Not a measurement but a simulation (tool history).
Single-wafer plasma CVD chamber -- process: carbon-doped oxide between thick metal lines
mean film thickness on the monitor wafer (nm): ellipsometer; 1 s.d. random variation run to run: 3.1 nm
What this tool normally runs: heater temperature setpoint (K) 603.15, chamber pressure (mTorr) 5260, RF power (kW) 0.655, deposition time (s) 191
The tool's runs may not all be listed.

run	hour	heater temperature setpoint (K)	chamber pressure (mTorr)	RF power (kW)	deposition time (s)	read-back reference wafer on the same gauge, thickness_nm	mean film thickness on the monitor wafer (nm)
1	0.0	603.15	5260	0.655	191	970.484	1194.404
2	63.6	603.15	5260	0.655	191	970.025	1196.374
3	91.1	603.15	5260	0.655	191	968.895	1194.874
4	120.5	603.15	5260	0.655	191	968.070	1190.414
5	147.0	603.15	5260	0.655	191	968.589	1190.989
6	196.1	603.15	5260	0.655	191	967.642	1191.097
# hour 231.8: showerhead replaced
7	232.3	603.15	5260	0.655	191	967.245	1191.921
# hour 326.1: thermocouple changed; heater temperature recalibrated
8	428.3	603.15	5260	0.655	191	964.144	1189.007
9	471.2	603.15	5260	0.655	191	963.669	1194.872
10	527.6	614.15	5260	0.655	212	962.748	1271.729
# hour 546.9: RF generator calibrated
# hour 583.1: gauge calibrated
11	599.0	603.15	4330	0.655	224	979.507	1374.834
12	669.7	603.15	5260	0.655	191	978.544	1204.578
13	703.3	603.15	6240	0.655	191	978.602	1226.283
14	771.3	589.15	5260	0.655	191	977.324	1268.767
15	812.6	607.15	6100	0.560	203	977.137	1159.734
16	868.2	603.15	6560	0.690	154	976.257	1030.136
17	897.0	603.15	5260	0.655	191	976.852	1200.291
# hour 936.8: capacitance manometer re-zeroed and calibrated
18	937.3	603.15	5260	0.655	191	975.480	1198.328
19	969.3	598.15	5260	0.655	215	974.662	1377.738
20	1018.6	612.15	5260	0.580	191	973.991	1075.815
21	1089.4	603.15	5260	0.755	191	973.284	1309.353
22	1122.5	603.15	5260	0.775	191	973.584	1331.295
23	1184.2	603.15	4120	0.655	191	972.412	1156.207
24	1235.4	603.15	5260	0.755	212	971.842	1445.706
25	1270.0	603.15	6520	0.715	191	970.499	1297.049
26	1316.0	599.15	6410	0.655	161	970.672	1051.304
27	1350.8	607.15	6220	0.775	191	969.812	1325.156
28	1385.9	603.15	5260	0.655	191	969.524	1194.079

Results per run with the tool's hidden condition removed, run-to-run variation unchanged:
Hidden state at play: wafer temperature above the value expected at the setpoint (K); delivered RF power above the setpoint (%); true pressure above the setpoint (%); gauge reads high (%).
run	mean film thickness on the monitor wafer (nm)
1	1206.419
2	1209.513
3	1208.474
4	1204.471
5	1205.512
6	1206.474
7	1207.937
8	1208.395
9	1215.108
10	1294.322
11	1374.546
12	1205.537
13	1227.846
14	1271.614
15	1163.021
16	1033.874
17	1205.141
18	1203.862
19	1384.734
20	1082.039
21	1318.262
22	1340.988
23	1165.654
24	1458.589
25	1309.256
26	1061.899
27	1339.180
28	1207.324
